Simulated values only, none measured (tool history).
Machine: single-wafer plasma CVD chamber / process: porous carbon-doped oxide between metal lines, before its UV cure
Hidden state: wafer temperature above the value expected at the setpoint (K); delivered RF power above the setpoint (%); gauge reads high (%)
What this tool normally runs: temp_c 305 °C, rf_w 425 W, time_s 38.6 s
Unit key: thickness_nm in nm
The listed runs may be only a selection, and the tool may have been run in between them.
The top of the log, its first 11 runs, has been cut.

run,day,temp_c,rf_w,time_s,wafers since the last listed run,hours since the last thermocouple change,hours since the last RF generator calibration,hours since the showerhead was replaced,hours since the gauge calibration,"read-back reference wafer on the same gauge, thickness_nm",thickness_nm
12,31.254,305,425,38.6,917,371.3,119.1,3586.4,1945.7,205.915,182.862
13,34.933,310,425,38.6,1572,459.6,207.4,3674.7,2034.0,206.075,176.937
14,36.838,310,425,38.6,813,505.3,253.1,3720.4,2079.7,206.031,177.130
15,41.338,310,425,38.6,1923,613.3,361.1,3828.4,2187.7,206.055,176.649
# day 41.667: gauge calibrated
16,43.279,305,425,38.6,829,659.9,407.7,3875.0,38.7,205.920,182.351
17,47.225,305,425,38.6,1686,754.6,502.4,3969.7,133.4,206.043,181.141
# day 50.988: thermocouple changed; heater temperature recalibrated
18,51.008,305,425,41.6,1474,0.5,593.2,4060.5,224.2,206.044,195.465
19,53.717,305,425,31.5,1157,65.5,658.2,4125.5,289.2,206.013,149.866
# day 56.604: showerhead replaced
20,56.625,318,340,44.9,1100,135.3,728.0,0.5,359.0,205.939,169.774
21,58.208,305,425,38.6,676,173.3,766.0,38.5,397.0,205.921,182.611
22,64.138,315,425,43.3,2534,315.6,908.3,180.8,539.3,206.010,192.525
23,65.729,311,495,34.8,680,353.8,946.5,219.0,577.5,205.914,174.851
24,67.367,305,425,44.9,699,393.1,985.8,258.3,616.8,205.977,210.804
25,69.088,312,390,44.5,735,434.4,1027.1,299.6,658.1,206.013,190.571
26,70.754,305,425,38.6,712,474.4,1067.1,339.6,698.1,206.022,181.337
27,72.808,310,355,45.5,877,523.7,1116.4,388.9,747.4,206.006,184.957
28,76.371,295,425,38.6,1522,609.2,1201.9,474.4,832.9,206.043,194.025
29,79.400,310,345,38.6,1294,681.9,1274.6,547.1,905.6,206.063,154.875
30,83.792,305,425,38.6,1877,787.3,1380.0,652.5,1011.0,206.016,182.329

What if the next run were any one of these 4? Each begins from the tool's condition after run 30:
A,83.808,305,425,38.6,7,787.7,1380.4,652.9,1011.4,?,?
B,83.808,317,490,32.1,7,787.7,1380.4,652.9,1011.4,?,?
C,83.808,312,450,38.6,7,787.7,1380.4,652.9,1011.4,?,?
D,83.808,297,470,45.3,7,787.7,1380.4,652.9,1011.4,?,?

run,"read-back reference wafer on the same gauge, thickness_nm",thickness_nm
A,206.018,181.771
B,206.018,155.122
C,206.018,181.281
D,206.018,237.938
The same runs, with their run-to-run variation unchanged, on a tool lacking any hidden condition would have given:
run,thickness_nm
A,181.771
B,155.122
C,181.281
D,237.938

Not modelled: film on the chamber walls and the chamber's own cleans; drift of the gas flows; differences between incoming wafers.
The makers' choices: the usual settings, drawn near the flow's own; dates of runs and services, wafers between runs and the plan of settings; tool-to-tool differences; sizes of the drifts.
